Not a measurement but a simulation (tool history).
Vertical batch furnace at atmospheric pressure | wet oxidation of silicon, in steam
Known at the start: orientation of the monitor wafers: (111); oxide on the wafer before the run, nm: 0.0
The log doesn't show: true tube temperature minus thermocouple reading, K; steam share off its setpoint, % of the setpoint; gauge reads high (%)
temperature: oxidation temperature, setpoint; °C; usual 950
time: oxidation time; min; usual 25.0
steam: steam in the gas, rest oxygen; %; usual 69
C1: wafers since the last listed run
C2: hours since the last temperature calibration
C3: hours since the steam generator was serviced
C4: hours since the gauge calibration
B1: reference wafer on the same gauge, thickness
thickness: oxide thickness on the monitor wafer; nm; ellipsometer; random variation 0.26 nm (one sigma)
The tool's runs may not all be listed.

Run 1, hour 0.0: usual settings; C1 0; C2 2130.7; C3 2627.3; C4 238.0; B1 131.94. Result: thickness 130.79 nm.
Run 2, hour 32.7: usual settings; C1 591; C2 2163.4; C3 2660.0; C4 270.7; B1 131.95. Result: thickness 130.35 nm.
Run 3, hour 48.6: usual settings but temperature 958 °C; C1 287; C2 2179.3; C3 2675.9; C4 286.6; B1 131.96. Result: thickness 141.05 nm.
Run 4, hour 78.6: usual settings but temperature 958 °C; C1 542; C2 2209.3; C3 2705.9; C4 316.6; B1 132.01. Result: thickness 141.76 nm.
Run 5, hour 100.8: usual settings; C1 401; C2 2231.5; C3 2728.1; C4 338.8; B1 132.08. Result: thickness 130.27 nm.
Run 6, hour 118.9: usual settings but temperature 966 °C, steam 63 %; C1 327; C2 2249.6; C3 2746.2; C4 356.9; B1 132.05. Result: thickness 142.09 nm.
At hour 144.5: thermocouples replaced and temperature profile calibrated.
Run 7, hour 146.9: usual settings but temperature 966 °C, steam 63 %; C1 72; C2 2.4; C3 2774.2; C4 384.9; B1 132.01. Result: thickness 136.16 nm.
At hour 170.9: steam generator serviced.
Run 8, hour 171.4: usual settings but temperature 966 °C, steam 63 %; C1 9; C2 26.9; C3 0.5; C4 409.4; B1 132.04. Result: thickness 142.70 nm.
Run 9, hour 189.5: usual settings but temperature 960 °C, time 21.5 min; C1 327; C2 45.0; C3 18.6; C4 427.5; B1 131.98. Result: thickness 128.26 nm.

The next listed run, before its measurement:
Run 10, hour 215.5: usual settings but temperature 943 °C, steam 78 %; C1 470; C2 71.0; C3 44.6; C4 453.5; B1 ?. Result: thickness ?.

Run 10 gave B1 131.97, thickness 134.67 nm.
Without the tool's hidden state the same run would have given thickness 135.19 nm.
